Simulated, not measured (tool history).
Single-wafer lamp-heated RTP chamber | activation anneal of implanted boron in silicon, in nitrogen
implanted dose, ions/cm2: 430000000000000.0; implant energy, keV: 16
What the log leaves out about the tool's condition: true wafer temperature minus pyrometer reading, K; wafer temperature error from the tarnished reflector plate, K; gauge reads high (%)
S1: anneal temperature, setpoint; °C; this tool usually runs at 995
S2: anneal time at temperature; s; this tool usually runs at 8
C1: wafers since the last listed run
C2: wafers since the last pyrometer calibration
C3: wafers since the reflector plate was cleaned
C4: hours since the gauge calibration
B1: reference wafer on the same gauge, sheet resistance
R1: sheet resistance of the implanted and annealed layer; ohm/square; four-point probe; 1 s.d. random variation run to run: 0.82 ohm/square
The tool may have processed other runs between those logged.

| run | hour | S1 | S2 | C1 | C2 | C3 | C4 | B1 | R1 |
|---|---|---|---|---|---|---|---|---|---|
| 1 | 0 | 995 | 8 | 0 | 2507 | 8035 | 239.5 | 257.7 | 241.92 |
|  | 25.5 | pyrometer window cleaned and pyrometer calibrated |
| 2 | 35.8 | 995 | 8 | 360 | 132 | 8395 | 275.3 | 258.2 | 245.21 |
| 3 | 100.5 | 975 | 11 | 838 | 971 | 9233 | 340 | 257.77 | 257.52 |
| 4 | 129.6 | 995 | 8 | 377 | 1348 | 9610 | 369.1 | 258.15 | 243.6 |
| 5 | 158.4 | 995 | 8 | 373 | 1721 | 9983 | 397.9 | 257.87 | 243.02 |
| 6 | 178.3 | 995 | 8 | 257 | 1979 | 10241 | 417.8 | 258.17 | 243.13 |
| 7 | 192.1 | 1013 | 10 | 178 | 2158 | 10420 | 431.6 | 257.89 | 238.2 |
| 8 | 219.7 | 995 | 8 | 357 | 2515 | 10777 | 459.2 | 258.01 | 241.71 |
| 9 | 253.8 | 995 | 8 | 441 | 2957 | 11219 | 493.3 | 258.33 | 241.32 |
|  | 288.7 | pyrometer window cleaned and pyrometer calibrated |
| 10 | 289.2 | 972 | 8 | 354 | 7 | 11574 | 528.7 | 258 | 263.38 |
| 11 | 306.6 | 1022 | 13 | 225 | 232 | 11800 | 546.1 | 258.03 | 235.85 |
|  | 316.6 | gauge calibrated |
| 12 | 323.1 | 995 | 4 | 213 | 446 | 12013 | 6.5 | 258.27 | 247.04 |
| 13 | 346.4 | 1007 | 6 | 301 | 748 | 12315 | 29.8 | 257.78 | 240.88 |
| 14 | 377.1 | 986 | 4 | 397 | 1145 | 12713 | 60.5 | 257.55 | 251.2 |
| 15 | 413.1 | 969 | 4 | 466 | 1612 | 13180 | 96.5 | 258.04 | 268.82 |
|  | 439.2 | reflector plate cleaned |
| 16 | 445.5 | 1005 | 8 | 316 | 1928 | 81 | 128.9 | 257.97 | 238.59 |
| 17 | 478.4 | 1022 | 13 | 426 | 2354 | 507 | 161.8 | 257.99 | 235.95 |
| 18 | 509.4 | 1013 | 6 | 401 | 2756 | 909 | 192.8 | 257.98 | 239.07 |
|  | 534.1 | pyrometer window cleaned and pyrometer calibrated |
| 19 | 534.6 | 995 | 8 | 222 | 6 | 1132 | 218 | 257.76 | 245.36 |
| 20 | 619.4 | 976 | 8 | 1098 | 1105 | 2230 | 302.8 | 258.26 | 257.38 |

Selected run-to-run steps in R1, each split into two signed amounts: the part the tool would show with no hidden state at all (from settings, incoming material and random variation), and the remainder, which goes to the hidden state together with any gauge scatter not common to the measured and the hidden-state-free results:
Run 10 -> 11: S1 972 -> 1022, S2 8 -> 13. R1 -27.53 ohm/square: hidden state +0.64, all else -28.17.
Run 14 -> 15: S1 986 -> 969. R1 +17.62 ohm/square: hidden state -3.81, all else +21.43.
Run 15 -> 16: S1 969 -> 1005, S2 4 -> 8, reflector plate cleaned. R1 -30.23 ohm/square: hidden state +4.11, all else -34.34.
